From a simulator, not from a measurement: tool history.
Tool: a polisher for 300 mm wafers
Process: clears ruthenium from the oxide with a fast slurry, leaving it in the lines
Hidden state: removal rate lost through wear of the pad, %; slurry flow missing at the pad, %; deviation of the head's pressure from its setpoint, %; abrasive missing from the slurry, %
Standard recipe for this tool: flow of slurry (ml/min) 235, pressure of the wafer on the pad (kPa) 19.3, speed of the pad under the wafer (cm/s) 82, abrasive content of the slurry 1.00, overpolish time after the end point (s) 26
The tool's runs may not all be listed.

run    hour  flow of slurry (ml/min)  pressure of the wafer on the pad (kPa)  speed of the pad under the wafer (cm/s)  abrasive content of the slurry  overpolish time after the end point (s)  wafers since the last listed run  wafers polished on this pad  hours since the slurry nozzle was cleaned  hours since the head pressure was calibrated  hours since the slurry blender was calibrated  incoming thickness of the incoming film, nm  time until the end point was called (s)  dishing of a wide line in a test structure (nm)
  1     0.0                      235                                    19.3                                       82                            1.00                                       26                                 0                         2861                                      532.1                                         938.6                                          305.6                                        293.2                                    112.4                                             56.5
  2    77.8                      235                                    19.3                                       82                            1.00                                       26                               731                         3592                                      609.9                                        1016.4                                          383.4                                        296.6                                    114.3                                             57.0
       92.5  -- worn pad replaced by a new one
      105.1  -- slurry nozzle cleaned
      110.0  -- slurry blender recalibrated
  3   158.3                      235                                    19.3                                       82                            1.00                                       26                               690                          589                                       53.2                                        1096.9                                           48.3                                        291.6                                    118.9                                             52.5
  4   265.8                      235                                    19.3                                       82                            1.00                                       26                              1010                         1599                                      160.7                                        1204.4                                          155.8                                        292.5                                    122.9                                             53.5
  5   365.0                      235                                    19.3                                       82                            1.10                                       26                               932                         2532                                      259.9                                        1303.6                                          255.0                                        284.7                                    115.1                                             54.3
      397.7  -- slurry blender recalibrated, repeated, since the last time left the tool worse
  6   473.0                      235                                    19.3                                       82                            1.10                                       26                               996                         3528                                      367.9                                        1411.6                                           75.3                                        290.9                                    105.3                                             58.4
  7   531.4                      235                                    19.3                                       82                            1.00                                       26                               548                         4076                                      426.3                                        1470.0                                          133.7                                        291.0                                    109.0                                             57.2
      540.6  -- worn pad replaced by a new one
  8   591.1                      235                                    19.3                                       82                            1.00                                       26                               523                          474                                      486.0                                        1529.7                                          193.4                                        290.2                                    107.6                                             57.6
      601.8  -- head pressure recalibrated
  9   682.5                      235                                    19.3                                       82                            1.05                                       26                               840                         1314                                      577.4                                          80.7                                          284.8                                        287.8                                    108.2                                             57.6
 10   756.3                      235                                    19.3                                       82                            1.05                                       26                               693                         2007                                      651.2                                         154.5                                          358.6                                        292.2                                    108.7                                             54.8
      807.9  -- slurry blender recalibrated
      835.1  -- slurry nozzle cleaned
 11   857.2                      235                                    19.3                                       82                            1.05                                       26                               919                         2927                                       22.1                                         255.4                                           49.3                                        283.9                                    101.1                                             59.1
 12   911.3                      290                                    19.3                                       82                            1.00                                       26                               508                         3435                                       76.2                                         309.5                                          103.4                                        289.9                                    106.2                                             57.1
 13   989.7                      235                                    14.5                                       82                            0.90                                       26                               736                         4172                                      154.6                                         387.9                                          181.8                                        292.4                                    151.1                                             44.0
 14  1047.6                      235                                    16.5                                       82                            1.00                                       11                               544                         4716                                      212.5                                         445.8                                          239.7                                        288.3                                    124.2                                             23.8
     1058.6  -- worn pad replaced by a new one
 15  1087.6                      235                                    19.3                                       82                            1.00                                       35                               338                          272                                      252.5                                         485.8                                          279.7                                        293.2                                    109.5                                             68.8
 16  1128.7                      235                                    19.3                                       82                            1.00                                       26                               386                          658                                      293.6                                         526.9                                          320.8                                        292.9                                    110.8                                             56.2
 17  1185.4                      175                                    24.8                                       82                            1.00                                       41                               532                         1191                                      350.3                                         583.6                                          377.5                                        287.5                                     88.7                                             88.4
     1272.0  -- slurry blender recalibrated
 18  1272.9                      235                                    19.3                                       82                            1.00                                       36                               803                         1995                                      437.8                                         671.1                                            0.9                                        283.8                                    105.3                                             72.6
 19  1311.1                      200                                    19.3                                       82                            1.00                                       40                               358                         2354                                      476.0                                         709.3                                           39.1                                        292.0                                    107.5                                             75.5
 20  1382.0                      290                                    24.1                                       74                            1.00                                       20                               666                         3020                                      546.9                                         780.2                                          110.0                                        286.5                                     92.0                                             53.3
 21  1454.4                      300                                    19.3                                       82                            1.00                                       12                               680                         3700                                      619.3                                         852.6                                          182.4                                        293.3                                    109.0                                             29.9
     1475.1  -- worn pad replaced by a new one
     1508.6  -- slurry nozzle cleaned
 22  1552.4                      235                                    19.3                                       90                            0.85                                       26                               873                          716                                       43.8                                         950.6                                          280.4                                        289.7                                    106.3                                             57.5
 23  1590.2                      235                                    19.3                                      100                            1.00                                       26                               355                         1071                                       81.6                                         988.4                                          318.2                                        289.5                                     94.6                                             61.3
 24  1663.6                      235                                    19.3                                       58                            1.00                                       26                               689                         1761                                      155.0                                        1061.8                                          391.6                                        287.5                                    148.0                                             44.4
 25  1732.5                      235                                    19.3                                       82                            1.00                                       26                               647                         2408                                      223.9                                        1130.7                                          460.5                                        288.6                                    111.9                                             55.0
     1754.7  -- slurry blender recalibrated
 26  1801.5                      235                                    19.3                                       82                            1.00                                       26                               629                         3038                                      292.9                                        1199.7                                           46.8                                        290.9                                    107.0                                             58.3
 27  1859.5                      235                                    24.1                                       82                            1.00                                       26                               544                         3583                                      350.9                                        1257.7                                          104.8                                        292.5                                     85.8                                             66.9
 28  1944.6                      235                                    19.3                                       82                            1.00                                       35                               799                         4382                                      436.0                                        1342.8                                          189.9                                        294.2                                    108.1                                             68.6
     1990.1  -- worn pad replaced by a new one
 29  2035.2                      235                                    19.3                                       82                            1.00                                       22                               813                          424                                      526.6                                        1433.4                                          280.5                                        287.2                                    109.8                                             49.1

What differs in the tool's unlogged condition from the final listed run ahead of each entry between runs to the first listed run following it?
Run 2 -> run 3: worn pad replaced by a new one (hour 92.5); slurry nozzle cleaned (hour 105.1); slurry blender recalibrated (hour 110.0)
  abrasive missing from the slurry, %: 16.9 -> 35.6
  measured value less the no-hidden-state value, time until the end point was called (s): +5.6 -> +13.1; dishing of a wide line in a test structure (nm): -2.2 -> -5.0
Run 5 -> run 6: slurry blender recalibrated, repeated, since the last time left the tool worse (hour 397.7)
  abrasive missing from the slurry, %: 44.5 -> 4.32
  measured value less the no-hidden-state value, time until the end point was called (s): +16.0 -> +1.2; dishing of a wide line in a test structure (nm): -6.6 -> -0.6
Run 7 -> run 8: worn pad replaced by a new one (hour 540.6)
  abrasive missing from the slurry, %: 6.82 -> 9.37
  measured value less the no-hidden-state value, time until the end point was called (s): +2.1 -> +2.9; dishing of a wide line in a test structure (nm): -0.8 -> -1.2
Run 8 -> run 9: head pressure recalibrated (hour 601.8)
  abrasive missing from the slurry, %: 9.37 -> 13.3
  measured value less the no-hidden-state value, time until the end point was called (s): +2.9 -> +4.1; dishing of a wide line in a test structure (nm): -1.2 -> -1.7
Run 10 -> run 11: slurry blender recalibrated (hour 807.9); slurry nozzle cleaned (hour 835.1)
  abrasive missing from the slurry, %: 16.4 -> 2.56
  measured value less the no-hidden-state value, time until the end point was called (s): +5.1 -> +0.7; dishing of a wide line in a test structure (nm): -2.0 -> -0.3
Run 14 -> run 15: worn pad replaced by a new one (hour 1058.6)
  abrasive missing from the slurry, %: 10.7 -> 12.4
  measured value less the no-hidden-state value, time until the end point was called (s): +3.8 -> +3.9; dishing of a wide line in a test structure (nm): -0.6 -> -1.8
Run 17 -> run 18: slurry blender recalibrated (hour 1272.0)
  abrasive missing from the slurry, %: 16.6 -> 2.23
  measured value less the no-hidden-state value, time until the end point was called (s): +4.2 -> +0.7; dishing of a wide line in a test structure (nm): -2.5 -> -0.3
Run 21 -> run 22: worn pad replaced by a new one (hour 1475.1); slurry nozzle cleaned (hour 1508.6)
  abrasive missing from the slurry, %: 9.99 -> 14.2
  measured value less the no-hidden-state value, time until the end point was called (s): +3.1 -> +4.5; dishing of a wide line in a test structure (nm): -0.8 -> -1.9
Run 25 -> run 26: slurry blender recalibrated (hour 1754.7)
  abrasive missing from the slurry, %: 21.9 -> 2.56
  measured value less the no-hidden-state value, time until the end point was called (s): +7.2 -> +0.7; dishing of a wide line in a test structure (nm): -2.9 -> -0.3
Run 28 -> run 29: worn pad replaced by a new one (hour 1990.1)
  abrasive missing from the slurry, %: 8.67 -> 12.5
  measured value less the no-hidden-state value, time until the end point was called (s): +2.7 -> +4.0; dishing of a wide line in a test structure (nm): -1.2 -> -1.4
